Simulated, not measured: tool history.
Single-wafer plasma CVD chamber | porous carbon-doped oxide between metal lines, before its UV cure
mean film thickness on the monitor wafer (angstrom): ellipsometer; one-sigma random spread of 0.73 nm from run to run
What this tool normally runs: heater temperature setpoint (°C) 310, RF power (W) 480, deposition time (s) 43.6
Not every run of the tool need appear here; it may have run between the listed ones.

run     day  heater temperature setpoint (°C)  RF power (W)  deposition time (s)  read-back reference wafer on the same gauge, thickness_nm  mean film thickness on the monitor wafer (angstrom)
  1   0.000                               310           430                 43.6                                                    221.968                                              2038.78
  2   0.688                               310           430                 43.6                                                    222.194                                              2043.59
  3   1.371                               310           480                 43.6                                                    222.103                                              2176.58
  4   1.862                               310           480                 43.6                                                    222.049                                              2204.50
  5   2.588                               310           425                 43.6                                                    222.057                                              2029.26
  6   3.104                               310           425                 43.6                                                    222.102                                              2025.83
  7   3.521                               310           425                 43.6                                                    221.657                                              2015.42
  8   4.092                               310           480                 43.6                                                    221.843                                              2198.92
  9   4.579                               310           480                 43.6                                                    221.905                                              2195.30
 10   4.954                               310           480                 43.6                                                    222.251                                              2188.08
 11   5.658                               310           405                 47.1                                                    222.120                                              2114.32
 12   6.179                               310           480                 43.6                                                    221.955                                              2188.94
      6.929  -- showerhead replaced
 13   6.950                               310           480                 43.6                                                    221.881                                              2176.37
 14   7.350                               310           390                 41.0                                                    222.247                                              1814.39
 15   7.625                               310           480                 43.6                                                    221.922                                              2177.93
 16   8.067                               310           395                 36.0                                                    222.222                                              1602.80
      8.350  -- gauge calibrated
 17   8.662                               310           530                 43.6                                                    222.118                                              2319.11
      9.004  -- thermocouple changed; heater temperature recalibrated
 18   9.404                               298           440                 46.2                                                    221.958                                              2358.24
 19   9.800                               310           480                 43.6                                                    222.111                                              2187.85
 20  10.254                               304           430                 40.8                                                    222.092                                              1978.09
     10.604  -- RF generator calibrated
 21  10.875                               310           480                 43.6                                                    222.058                                              2182.16
 22  11.325                               310           415                 50.8                                                    221.957                                              2319.12
 23  12.000                               297           480                 43.6                                                    222.089                                              2362.73
 24  12.408                               322           390                 35.5                                                    222.231                                              1464.78
 25  12.788                               322           480                 43.6                                                    222.026                                              2033.06
 26  13.283                               319           520                 43.6                                                    222.111                                              2180.38

Branching from run 26: 4 alternative next runs. What would each branch give?
  A  13.300                               301           480                 43.6                                                          ?                                                    ?
  B  13.300                               310           440                 40.4                                                          ?                                                    ?
  C  13.300                               323           400                 37.3                                                          ?                                                    ?
  D  13.300                               310           560                 43.6                                                          ?                                                    ?

run  read-back reference wafer on the same gauge, thickness_nm  mean film thickness on the monitor wafer (angstrom)
  A                                                    222.238                                              2309.90
  B                                                    222.238                                              1927.74
  C                                                    222.238                                              1558.16
  D                                                    222.238                                              2393.94
Stripped of hidden state, with their random variation kept, the same runs would have yielded:
run  mean film thickness on the monitor wafer (angstrom)
  A                                              2309.90
  B                                              1927.74
  C                                              1558.16
  D                                              2393.94
